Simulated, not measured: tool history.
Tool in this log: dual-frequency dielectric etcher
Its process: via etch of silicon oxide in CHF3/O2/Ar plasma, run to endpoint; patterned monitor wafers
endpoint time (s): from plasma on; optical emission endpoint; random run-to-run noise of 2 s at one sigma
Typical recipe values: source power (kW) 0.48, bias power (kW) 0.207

| run | hour | source power (kW) | bias power (kW) | incoming incoming film thickness, nm | endpoint time (s) |
|---|---|---|---|---|---|
| 1 | 0 | 0.48 | 0.24 | 531.3 | 237.7 |
| 2 | 44 | 0.48 | 0.24 | 529.3 | 235.2 |
| 3 | 114.9 | 0.48 | 0.24 | 536.1 | 238.3 |
| 4 | 159.5 | 0.4 | 0.221 | 529.9 | 257.1 |
| 5 | 219.4 | 0.4 | 0.221 | 531.6 | 259.1 |
|  | 254.8 | wet clean of the chamber |
| 6 | 280.7 | 0.4 | 0.221 | 533.7 | 272.6 |
|  | 327.3 | bias power generator calibrated |
| 7 | 343.6 | 0.48 | 0.207 | 528.1 | 260.8 |
| 8 | 379.3 | 0.48 | 0.207 | 532.2 | 263.6 |
| 9 | 412.4 | 0.43 | 0.186 | 530.5 | 290 |
|  | 454.5 | source power generator calibrated |
|  | 481 | upper electrode replaced |
| 10 | 481.5 | 0.57 | 0.161 | 531 | 284.2 |
| 11 | 520.5 | 0.37 | 0.161 | 537.1 | 329.4 |
| 12 | 574.1 | 0.4 | 0.248 | 527.3 | 249 |
| 13 | 636.1 | 0.48 | 0.255 | 535 | 232.8 |
| 14 | 660.3 | 0.54 | 0.207 | 530.5 | 251.3 |
| 15 | 687.9 | 0.48 | 0.176 | 535.1 | 285.6 |
|  | 756 | wet clean of the chamber |
| 16 | 756.5 | 0.48 | 0.207 | 533.4 | 265.3 |
| 17 | 800.5 | 0.38 | 0.207 | 531 | 283.7 |

Alternative continuations, all from the tool just after run 17; predict every row:
| A | 801 | 0.48 | 0.171 | 529.3 | ? |
| B | 801 | 0.6 | 0.159 | 529.3 | ? |
| C | 801 | 0.44 | 0.233 | 529.3 | ? |

| run | endpoint time (s) |
|---|---|
| A | 295.8 |
| B | 287.2 |
| C | 255.2 |
Without the tool's hidden state the same runs would have given:
| run | endpoint time (s) |
|---|---|
| A | 294.7 |
| B | 286.2 |
| C | 254.3 |

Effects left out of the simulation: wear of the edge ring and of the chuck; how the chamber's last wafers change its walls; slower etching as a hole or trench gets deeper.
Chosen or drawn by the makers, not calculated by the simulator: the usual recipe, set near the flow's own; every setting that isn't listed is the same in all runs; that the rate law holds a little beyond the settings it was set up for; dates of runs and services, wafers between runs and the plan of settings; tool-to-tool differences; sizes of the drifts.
